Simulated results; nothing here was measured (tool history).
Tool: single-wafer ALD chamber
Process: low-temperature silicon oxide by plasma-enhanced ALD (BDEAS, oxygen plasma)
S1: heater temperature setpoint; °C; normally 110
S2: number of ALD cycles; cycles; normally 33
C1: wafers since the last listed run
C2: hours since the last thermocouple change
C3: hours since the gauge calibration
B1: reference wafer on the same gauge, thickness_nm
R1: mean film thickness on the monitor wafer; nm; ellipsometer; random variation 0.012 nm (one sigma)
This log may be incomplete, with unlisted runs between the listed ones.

run,hour,S1,S2,C1,C2,C3,B1,R1
1,0.0,110,33,0,1359.0,22.4,4.627,4.794
2,26.0,110,33,177,1385.0,48.4,4.626,4.835
3,49.0,110,33,157,1408.0,71.4,4.629,4.822
4,70.3,110,33,145,1429.3,92.7,4.626,4.818
5,87.1,110,33,114,1446.1,109.5,4.628,4.823
6,101.9,110,33,101,1460.9,124.3,4.631,4.834
7,126.3,102,33,166,1485.3,148.7,4.632,4.909
8,146.0,110,33,134,1505.0,168.4,4.632,4.845
9,171.6,110,33,174,1530.6,194.0,4.636,4.808
10,196.2,110,33,168,1555.2,218.6,4.641,4.837
11,211.0,110,33,101,1570.0,233.4,4.640,4.836
12,244.0,110,33,225,1603.0,266.4,4.648,4.842
13,260.8,98,33,114,1619.8,283.2,4.649,4.997

What will run 14 give?
14,293.2,99,30,221,1652.2,315.6,?,?

Run 14 produced B1 4.655, R1 4.533 nm.
Were there no unlogged condition in the tool, this run, its random variation unchanged, would have produced R1 4.509 nm.
